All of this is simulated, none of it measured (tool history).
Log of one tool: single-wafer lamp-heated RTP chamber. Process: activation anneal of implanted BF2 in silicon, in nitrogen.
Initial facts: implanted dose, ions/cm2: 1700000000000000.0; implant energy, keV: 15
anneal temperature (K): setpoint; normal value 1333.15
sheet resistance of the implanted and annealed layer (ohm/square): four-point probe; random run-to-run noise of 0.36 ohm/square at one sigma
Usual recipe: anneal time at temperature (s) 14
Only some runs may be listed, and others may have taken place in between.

run	hour	anneal temperature (K)	anneal time at temperature (s)	read-back reference wafer on the same gauge, sheet resistance	sheet resistance of the implanted and annealed layer (ohm/square)
1	0	1333.15	14	126.06	120.09
2	6.6	1333.15	14	126.14	119.79
3	16.7	1333.15	14	125.97	120.16
4	66.4	1333.15	14	126.07	120.67
# hour 80.8: pyrometer window cleaned and pyrometer calibrated
5	82.1	1333.15	14	126.05	119.82
6	101.5	1333.15	14	126.03	120.03
7	114	1333.15	14	126	120.81
8	126.4	1333.15	14	126.04	119.72
9	138.3	1333.15	14	125.93	119.67
10	154.6	1333.15	14	126.05	120.47
# hour 155.4: gauge calibrated
11	164.7	1326.15	14	125.93	127.17
12	174.6	1333.15	14	126.06	119.95
# hour 183.7: reflector plate cleaned
13	204.8	1333.15	14	126.02	120.78
14	216.1	1333.15	14	125.96	120.1
15	232.3	1333.15	14	125.84	120.67
16	244.3	1362.15	14	126.05	97.66
17	251.2	1313.15	21	125.88	128.99
18	264	1333.15	11	126.04	126.67
19	278.3	1333.15	10	126.04	129.77
20	287	1341.15	14	126	113.52
21	302.6	1333.15	14	125.98	120.46
# hour 319.8: pyrometer window cleaned and pyrometer calibrated
22	320.3	1333.15	14	125.97	119.7
23	332.2	1333.15	14	125.94	120.18
24	342.1	1320.15	21	125.97	122.47
25	357.6	1353.15	14	126.03	103.78
26	369.5	1317.15	19	126	126.8
27	417.4	1317.15	20	125.93	126.36
28	423.7	1325.15	20	126.1	117.71
29	430.3	1358.15	11	126.1	106.54
30	444.7	1342.15	14	126.06	112.34
31	462.2	1333.15	7	126.04	140.52

Consider 3 possible next runs. They are alternatives, not a sequence: every one starts from the tool as it was left by run 31. What does each give?
A	462.6	1333.15	14	?	?
B	462.6	1355.15	14	?	?
C	462.6	1316.15	9	?	?

run	read-back reference wafer on the same gauge, sheet resistance	sheet resistance of the implanted and annealed layer (ohm/square)
A	126.02	119.7
B	126.02	102.19
C	126.02	149.98
Without the tool's hidden state the same runs would have given:
run	sheet resistance of the implanted and annealed layer (ohm/square)
A	119.7
B	102.19
C	149.98
